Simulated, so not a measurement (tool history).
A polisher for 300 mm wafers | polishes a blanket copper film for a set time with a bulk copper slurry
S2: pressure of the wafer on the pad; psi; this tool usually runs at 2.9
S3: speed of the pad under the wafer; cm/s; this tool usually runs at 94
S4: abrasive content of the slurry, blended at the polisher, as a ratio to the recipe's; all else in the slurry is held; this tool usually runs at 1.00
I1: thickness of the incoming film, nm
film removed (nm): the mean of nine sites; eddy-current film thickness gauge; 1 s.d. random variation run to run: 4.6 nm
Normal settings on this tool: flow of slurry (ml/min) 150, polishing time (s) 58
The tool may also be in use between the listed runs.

Run 1, hour 0.0: usual settings but S3 76 cm/s; I1 2791.6. Result: film removed (nm) 374.4.
At hour 16.1: worn pad replaced by a new one.
Run 2, hour 26.3: usual settings but S3 76 cm/s; I1 2804.9. Result: film removed (nm) 366.5.
Run 3, hour 36.2: usual settings; I1 2781.0. Result: film removed (nm) 454.6.
Run 4, hour 51.0: usual settings but S2 3.2 psi; I1 2828.5. Result: film removed (nm) 500.6.
Run 5, hour 59.8: usual settings but polishing time (s) 68; I1 2809.5. Result: film removed (nm) 528.5.
Run 6, hour 66.9: usual settings; I1 2835.3. Result: film removed (nm) 453.2.
At hour 78.5: worn pad replaced by a new one.
Run 7, hour 83.0: usual settings; I1 2793.9. Result: film removed (nm) 453.9.
Run 8, hour 91.0: usual settings; I1 2764.8. Result: film removed (nm) 446.3.
Run 9, hour 102.7: usual settings but S2 3.6 psi, S3 80 cm/s; I1 2786.0. Result: film removed (nm) 485.4.
At hour 115.7: slurry nozzle cleaned.
At hour 131.6: worn pad replaced by a new one.
Run 10, hour 149.7: usual settings; I1 2793.2. Result: film removed (nm) 445.9.
Run 11, hour 159.2: usual settings but S3 112 cm/s; I1 2787.3. Result: film removed (nm) 526.6.
At hour 171.8: head pressure recalibrated.
Run 12, hour 174.0: usual settings but S4 1.25; I1 2786.7. Result: film removed (nm) 469.6.
At hour 185.4: worn pad replaced by a new one.
Run 13, hour 185.9: usual settings but S2 2.2 psi, S3 72 cm/s, S4 0.90, polishing time (s) 76; I1 2732.0. Result: film removed (nm) 325.1.
At hour 205.6: slurry blender recalibrated.
Run 14, hour 226.7: usual settings but S2 3.8 psi, polishing time (s) 66; I1 2795.5. Result: film removed (nm) 708.6.
At hour 246.9: worn pad replaced by a new one.
Run 15, hour 247.4: usual settings; I1 2754.1. Result: film removed (nm) 473.7.
Run 16, hour 251.4: usual settings but S2 3.4 psi; I1 2771.7. Result: film removed (nm) 553.8.
Run 17, hour 264.3: usual settings; I1 2776.1. Result: film removed (nm) 472.5.
Run 18, hour 273.9: usual settings but polishing time (s) 42; I1 2778.9. Result: film removed (nm) 341.4.

Branching from run 18: 4 alternative next runs. What would each branch give?
Run A, hour 274.3: usual settings but S3 106 cm/s; I1 2774.0. Result: film removed (nm) ?.
Run B, hour 274.3: usual settings but S2 3.6 psi, S3 68 cm/s, S4 1.30, polishing time (s) 65; I1 2774.0. Result: film removed (nm) ?.
Run C, hour 274.3: usual settings but S2 3.9 psi, S4 1.10, polishing time (s) 65; I1 2774.0. Result: film removed (nm) ?.
Run D, hour 274.3: usual settings but S2 2.6 psi, S4 0.85; I1 2774.0. Result: film removed (nm) ?.

run  film removed (nm)
  A              522.0
  B              492.1
  C              711.5
  D              401.6
Without the tool's hidden state the same runs would have given:
run  film removed (nm)
  A              530.1
  B              499.9
  C              722.7
  D              407.7
